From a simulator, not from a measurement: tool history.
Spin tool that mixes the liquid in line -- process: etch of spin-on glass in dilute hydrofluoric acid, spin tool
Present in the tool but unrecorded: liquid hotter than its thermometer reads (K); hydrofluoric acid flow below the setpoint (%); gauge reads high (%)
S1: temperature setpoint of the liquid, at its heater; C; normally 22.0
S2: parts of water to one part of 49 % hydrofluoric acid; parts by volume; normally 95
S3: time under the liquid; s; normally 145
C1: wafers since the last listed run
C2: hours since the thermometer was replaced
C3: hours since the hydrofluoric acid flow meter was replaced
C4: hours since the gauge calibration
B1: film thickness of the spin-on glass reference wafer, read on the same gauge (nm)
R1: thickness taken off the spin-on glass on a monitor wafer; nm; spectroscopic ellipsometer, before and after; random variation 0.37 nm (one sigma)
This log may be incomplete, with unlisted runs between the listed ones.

run,day,S1,S2,S3,C1,C2,C3,C4,B1,R1
1,0.000,22.0,95,90,0,444.8,230.3,1435.1,40.03,32.93
2,3.904,22.0,95,90,697,538.5,324.0,1528.8,40.02,32.67
3,5.862,22.0,95,90,349,585.5,371.0,1575.8,39.99,32.42
4,8.642,19.5,95,145,496,652.2,437.7,1642.5,40.02,47.66
# day 16.133: hydrofluoric acid flow meter replaced
5,19.342,22.0,95,115,1903,909.0,77.0,1899.3,40.00,42.80
6,21.183,22.0,95,115,328,953.2,121.2,1943.5,40.00,42.25
# day 24.267: thermometer replaced
7,25.104,22.0,95,115,692,20.1,215.3,2037.6,40.01,42.04
8,27.517,22.0,60,145,430,78.0,273.2,2095.5,40.00,86.39
9,29.604,22.0,60,145,372,128.1,323.3,2145.6,39.98,86.53
10,31.296,22.0,70,145,302,168.7,363.9,2186.2,40.02,73.86
11,35.542,24.5,95,145,758,270.6,465.8,2288.1,39.99,57.77
12,38.071,24.5,95,145,451,331.3,526.5,2348.8,40.01,57.40
13,41.288,25.5,60,110,574,408.5,603.7,2426.0,40.01,74.48
14,43.058,26.5,135,145,316,451.0,646.2,2468.5,39.99,40.75
15,45.008,22.0,95,145,348,497.8,693.0,2515.3,40.01,51.33
# day 45.671: hydrofluoric acid flow meter replaced
16,57.246,22.0,60,145,2178,791.5,277.8,2809.0,40.00,89.10
17,59.179,17.5,110,145,345,837.9,324.2,2855.4,39.97,37.85
18,62.842,26.0,135,145,654,925.8,412.1,2943.3,39.99,41.46
19,66.271,17.0,95,145,612,1008.1,494.4,3025.6,39.98,42.65
# day 66.592: gauge calibrated
# day 68.529: thermometer replaced
20,69.712,19.0,125,145,607,28.4,577.0,74.9,40.00,33.92
21,72.533,22.0,95,145,503,96.1,644.7,142.6,40.00,51.50
# day 73.188: hydrofluoric acid flow meter replaced
22,75.775,22.0,95,145,571,173.9,62.1,220.4,40.00,54.58
23,78.979,26.0,75,145,572,250.8,139.0,297.3,39.98,82.17
24,82.246,22.0,70,95,583,329.2,217.4,375.7,40.02,48.72
25,83.896,26.5,95,90,294,368.8,257.0,415.3,40.02,39.59
26,85.812,27.0,125,225,342,414.8,303.0,461.3,40.01,73.91
27,89.838,20.0,145,220,718,511.4,399.6,557.9,40.00,45.81
28,93.583,24.0,45,205,669,601.3,489.5,647.8,39.99,179.25
29,95.417,26.5,140,145,327,645.3,533.5,691.8,40.00,39.95
30,96.925,22.0,95,145,269,681.5,569.7,728.0,40.00,52.33
31,100.842,22.0,95,145,699,775.5,663.7,822.0,40.01,50.94
32,102.546,26.5,120,85,304,816.4,704.6,862.9,39.98,27.90
# day 104.179: hydrofluoric acid flow meter replaced
33,105.883,22.0,60,95,588,896.5,40.9,943.0,40.01,58.30
34,108.850,23.5,95,105,529,967.7,112.1,1014.2,39.99,41.47

Each row is a separate what-if for the run after 34, all from the same tool condition, not one after another. Results?
A,108.871,22.0,95,100,3,968.2,112.6,1014.7,?,?
B,108.871,22.0,135,100,3,968.2,112.6,1014.7,?,?
C,108.871,22.0,50,145,3,968.2,112.6,1014.7,?,?

run,B1,R1
A,40.01,37.10
B,40.01,24.93
C,40.01,108.05
Take away the tool's hidden state, keep each run's random variation, and the runs would have read:
run,R1
A,37.57
B,25.26
C,109.36
